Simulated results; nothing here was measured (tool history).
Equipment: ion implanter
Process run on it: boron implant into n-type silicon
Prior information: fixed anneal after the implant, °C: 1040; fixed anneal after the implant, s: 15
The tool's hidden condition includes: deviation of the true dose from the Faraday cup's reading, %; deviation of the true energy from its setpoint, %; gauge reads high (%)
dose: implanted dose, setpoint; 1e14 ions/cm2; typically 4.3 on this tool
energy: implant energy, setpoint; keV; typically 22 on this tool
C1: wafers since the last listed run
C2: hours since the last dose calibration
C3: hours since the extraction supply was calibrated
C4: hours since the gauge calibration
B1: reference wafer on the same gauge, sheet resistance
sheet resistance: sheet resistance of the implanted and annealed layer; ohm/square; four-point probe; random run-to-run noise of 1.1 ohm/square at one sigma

{"run": 1, "hour": 0.0, "dose": 4.3, "energy": 22, "C1": 0, "C2": 313.8, "C3": 1482, "C4": 564.1, "B1": 215.04, "sheet resistance": 242.69}
{"run": 2, "hour": 55.4, "dose": 4.3, "energy": 22, "C1": 1099, "C2": 369.2, "C3": 1537.4, "C4": 619.5, "B1": 215.23, "sheet resistance": 245.91}
{"run": 3, "hour": 113.6, "dose": 3.97, "energy": 22, "C1": 1155, "C2": 427.4, "C3": 1595.6, "C4": 677.7, "B1": 214.87, "sheet resistance": 259.09}
{"run": 4, "hour": 171.7, "dose": 4.61, "energy": 20, "C1": 1153, "C2": 485.5, "C3": 1653.7, "C4": 735.8, "B1": 214.69, "sheet resistance": 236.08}
{"run": 5, "hour": 211.5, "dose": 4.3, "energy": 25.5, "C1": 789, "C2": 525.3, "C3": 1693.5, "C4": 775.6, "B1": 214.79, "sheet resistance": 241.93}
{"run": 6, "hour": 248.7, "dose": 4.3, "energy": 25.5, "C1": 738, "C2": 562.5, "C3": 1730.7, "C4": 812.8, "B1": 215.06, "sheet resistance": 242.18}
{"run": 7, "hour": 274.6, "dose": 4.3, "energy": 22, "C1": 514, "C2": 588.4, "C3": 1756.6, "C4": 838.7, "B1": 215.19, "sheet resistance": 246.12}
{"run": 8, "hour": 302.2, "dose": 4.3, "energy": 22, "C1": 547, "C2": 616, "C3": 1784.2, "C4": 866.3, "B1": 214.85, "sheet resistance": 247.95}
{"run": 9, "hour": 341.2, "dose": 4.3, "energy": 22, "C1": 774, "C2": 655, "C3": 1823.2, "C4": 905.3, "B1": 214.88, "sheet resistance": 244.86}
{"run": 10, "hour": 391.9, "dose": 4.3, "energy": 22, "C1": 1006, "C2": 705.7, "C3": 1873.9, "C4": 956, "B1": 214.66, "sheet resistance": 245.77}
{"run": 11, "hour": 589.5, "dose": 4.3, "energy": 22, "C1": 3921, "C2": 903.3, "C3": 2071.5, "C4": 1153.6, "B1": 214.61, "sheet resistance": 252.04}
{"hour": 611.3, "done": "Faraday cup replaced and dose calibrated"}
{"run": 12, "hour": 635.1, "dose": 4.3, "energy": 22, "C1": 746, "C2": 23.8, "C3": 2117.1, "C4": 1199.2, "B1": 214.9, "sheet resistance": 240.43}
{"run": 13, "hour": 665.6, "dose": 3.06, "energy": 17, "C1": 605, "C2": 54.3, "C3": 2147.6, "C4": 1229.7, "B1": 215.19, "sheet resistance": 327.84}
{"hour": 704.8, "done": "gauge calibrated"}
{"run": 14, "hour": 712.5, "dose": 4.3, "energy": 22, "C1": 930, "C2": 101.2, "C3": 2194.5, "C4": 7.7, "B1": 214.88, "sheet resistance": 241.35}
{"run": 15, "hour": 739.6, "dose": 3.47, "energy": 18.5, "C1": 537, "C2": 128.3, "C3": 2221.6, "C4": 34.8, "B1": 214.81, "sheet resistance": 293.37}
{"hour": 769.9, "done": "extraction supply calibrated"}
{"run": 16, "hour": 799.3, "dose": 3.16, "energy": 22, "C1": 1026, "C2": 188, "C3": 29.4, "C4": 94.5, "B1": 214.98, "sheet resistance": 309.32}
{"run": 17, "hour": 870.0, "dose": 5.05, "energy": 27, "C1": 1403, "C2": 258.7, "C3": 100.1, "C4": 165.2, "B1": 214.93, "sheet resistance": 206.38}
{"run": 18, "hour": 931.9, "dose": 4.3, "energy": 22, "C1": 1228, "C2": 320.6, "C3": 162, "C4": 227.1, "B1": 215.07, "sheet resistance": 243.89}
{"run": 19, "hour": 984.2, "dose": 4.71, "energy": 27, "C1": 1038, "C2": 372.9, "C3": 214.3, "C4": 279.4, "B1": 214.87, "sheet resistance": 222.74}
{"run": 20, "hour": 1041.1, "dose": 5.3, "energy": 25.5, "C1": 1129, "C2": 429.8, "C3": 271.2, "C4": 336.3, "B1": 215.15, "sheet resistance": 203.11}

What does the tool deliver on the next run?
{"run": 21, "hour": 1085.8, "dose": 4.3, "energy": 27.5, "C1": 887, "C2": 474.5, "C3": 315.9, "C4": 381, "B1": "?", "sheet resistance": "?"}

B1: 215.01
sheet resistance: 238.66 ohm/square
On a tool with no hidden condition, and with the same random variation, this run would have come out at sheet resistance 233.7 ohm/square.

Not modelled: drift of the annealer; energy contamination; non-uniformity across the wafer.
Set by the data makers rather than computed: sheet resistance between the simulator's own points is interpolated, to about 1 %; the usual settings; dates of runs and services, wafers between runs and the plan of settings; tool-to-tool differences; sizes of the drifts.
